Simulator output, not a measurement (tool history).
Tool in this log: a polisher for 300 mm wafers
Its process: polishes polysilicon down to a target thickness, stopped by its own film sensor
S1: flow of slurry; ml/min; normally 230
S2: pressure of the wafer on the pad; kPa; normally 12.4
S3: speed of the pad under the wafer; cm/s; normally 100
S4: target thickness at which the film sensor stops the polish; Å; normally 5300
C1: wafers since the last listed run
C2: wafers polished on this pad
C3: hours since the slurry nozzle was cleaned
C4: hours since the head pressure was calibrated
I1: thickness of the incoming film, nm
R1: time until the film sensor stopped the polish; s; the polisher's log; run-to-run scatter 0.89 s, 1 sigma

| run | hour | S1 | S2 | S3 | S4 | C1 | C2 | C3 | C4 | I1 | R1 |
|---|---|---|---|---|---|---|---|---|---|---|---|
| 1 | 0 | 230 | 12.4 | 116 | 5300 | 0 | 2902 | 354.4 | 435.4 | 848.6 | 52 |
|  | 1.6 | head pressure recalibrated |
| 2 | 41.3 | 230 | 12.4 | 116 | 5300 | 581 | 3483 | 395.7 | 39.7 | 862.3 | 58.5 |
|  | 57.1 | slurry nozzle cleaned |
|  | 73.6 | worn pad replaced by a new one |
| 3 | 78.3 | 230 | 12.4 | 116 | 5300 | 468 | 68 | 21.2 | 76.7 | 860.3 | 50.3 |
| 4 | 106.8 | 230 | 12.4 | 100 | 5300 | 417 | 485 | 49.7 | 105.2 | 858.5 | 58.5 |
| 5 | 160.2 | 230 | 12.4 | 100 | 5300 | 781 | 1267 | 103.1 | 158.6 | 861.5 | 60.7 |
| 6 | 231.2 | 230 | 12.4 | 100 | 5300 | 1039 | 2306 | 174.1 | 229.6 | 845.8 | 58.7 |
| 7 | 269.6 | 230 | 12.4 | 100 | 5300 | 562 | 2868 | 212.5 | 268 | 857.9 | 60.3 |
|  | 289.1 | worn pad replaced by a new one |
| 8 | 319.9 | 230 | 12.4 | 100 | 5300 | 677 | 451 | 262.8 | 318.3 | 878.1 | 61.4 |
| 9 | 354.7 | 170 | 12.4 | 100 | 5300 | 509 | 960 | 297.6 | 353.1 | 861.6 | 59.5 |
|  | 401.8 | head pressure recalibrated |
| 10 | 422.5 | 185 | 12.4 | 100 | 5300 | 963 | 1923 | 365.4 | 20.7 | 865.6 | 63 |
|  | 447.8 | slurry nozzle cleaned |
| 11 | 456.2 | 185 | 12.4 | 100 | 5300 | 478 | 2402 | 8.4 | 54.4 | 853.4 | 63.4 |
| 12 | 497.8 | 185 | 12.4 | 100 | 5300 | 608 | 3010 | 50 | 96 | 868.3 | 66.6 |
|  | 518.2 | worn pad replaced by a new one |
| 13 | 549.5 | 230 | 9.7 | 100 | 5300 | 698 | 458 | 101.7 | 147.7 | 859.5 | 74 |
| 14 | 582.3 | 265 | 10.3 | 100 | 5300 | 480 | 938 | 134.5 | 180.5 | 857.4 | 69.4 |
| 15 | 634.6 | 230 | 11 | 124 | 5300 | 765 | 1703 | 186.8 | 232.8 | 857.1 | 54.5 |
| 16 | 694.5 | 230 | 14.5 | 100 | 6140 | 876 | 2580 | 246.7 | 292.7 | 865.7 | 40.3 |
| 17 | 741.5 | 150 | 13.8 | 72 | 5300 | 687 | 3268 | 293.7 | 339.7 | 856.4 | 79.1 |
|  | 754.6 | worn pad replaced by a new one |
|  | 797.2 | slurry nozzle cleaned |
| 18 | 809.8 | 185 | 12.4 | 100 | 5300 | 926 | 792 | 12.6 | 408 | 856.8 | 58.6 |
| 19 | 840.3 | 230 | 11 | 86 | 5300 | 446 | 1238 | 43.1 | 438.5 | 876.9 | 77.9 |
| 20 | 900 | 230 | 9.7 | 132 | 5300 | 873 | 2112 | 102.8 | 498.2 | 866 | 61.4 |
|  | 910.2 | head pressure recalibrated |
| 21 | 930.5 | 230 | 12.4 | 132 | 6370 | 417 | 2529 | 133.3 | 20.3 | 858.7 | 32.2 |
|  | 994.5 | worn pad replaced by a new one |
| 22 | 999.9 | 260 | 12.4 | 100 | 4570 | 957 | 79 | 202.7 | 89.7 | 865.5 | 71.3 |
| 23 | 1050.2 | 185 | 12.4 | 100 | 5300 | 736 | 815 | 253 | 140 | 843.5 | 55.7 |
|  | 1107.8 | slurry nozzle cleaned |
| 24 | 1112.4 | 230 | 10.3 | 100 | 5300 | 895 | 1711 | 4.6 | 202.2 | 859.4 | 68.9 |
| 25 | 1172.4 | 265 | 12.4 | 100 | 5880 | 878 | 2589 | 64.6 | 262.2 | 851.4 | 48.6 |
| 26 | 1197 | 255 | 9.7 | 100 | 4610 | 360 | 2949 | 89.2 | 286.8 | 861.2 | 93.7 |

Hidden state at the last listed run before each entry between runs and at the first one after, where it differs:
Run 1 -> run 2: head pressure recalibrated (hour 1.6)
  removal rate lost through wear of the pad, %: 8.34 -> 11.6
  measured value less the no-hidden-state value, R1: +4.4 -> +6.8 s
Run 2 -> run 3: slurry nozzle cleaned (hour 57.1); worn pad replaced by a new one (hour 73.6)
  removal rate lost through wear of the pad, %: 11.6 -> 1.83
  measured value less the no-hidden-state value, R1: +6.8 -> +1 s
Run 7 -> run 8: worn pad replaced by a new one (hour 289.1)
  removal rate lost through wear of the pad, %: 8.8 -> 1.26
  measured value less the no-hidden-state value, R1: +5.4 -> +0.8 s
Run 9 -> run 10: head pressure recalibrated (hour 401.8)
  removal rate lost through wear of the pad, %: 1.87 -> 4.32
  measured value less the no-hidden-state value, R1: +1.1 -> +2.7 s
Run 10 -> run 11: slurry nozzle cleaned (hour 447.8)
  removal rate lost through wear of the pad, %: 4.32 -> 6.15
  measured value less the no-hidden-state value, R1: +2.7 -> +3.9 s
Run 12 -> run 13: worn pad replaced by a new one (hour 518.2)
  removal rate lost through wear of the pad, %: 8.99 -> 1.6
  measured value less the no-hidden-state value, R1: +6 -> +1.2 s
Run 17 -> run 18: worn pad replaced by a new one (hour 754.6); slurry nozzle cleaned (hour 797.2)
  removal rate lost through wear of the pad, %: 10.5 -> 0.706
  measured value less the no-hidden-state value, R1: +8.3 -> +0.4 s
Run 20 -> run 21: head pressure recalibrated (hour 910.2)
  removal rate lost through wear of the pad, %: 3.99 -> 5.77
  measured value less the no-hidden-state value, R1: +2.4 -> +1.9 s
Run 21 -> run 22: worn pad replaced by a new one (hour 994.5)
  removal rate lost through wear of the pad, %: 5.77 -> 0.811
  measured value less the no-hidden-state value, R1: +1.9 -> +0.6 s
Run 23 -> run 24: slurry nozzle cleaned (hour 1107.8)
  removal rate lost through wear of the pad, %: 1.37 -> 3.33
  measured value less the no-hidden-state value, R1: +0.8 -> +2.3 s

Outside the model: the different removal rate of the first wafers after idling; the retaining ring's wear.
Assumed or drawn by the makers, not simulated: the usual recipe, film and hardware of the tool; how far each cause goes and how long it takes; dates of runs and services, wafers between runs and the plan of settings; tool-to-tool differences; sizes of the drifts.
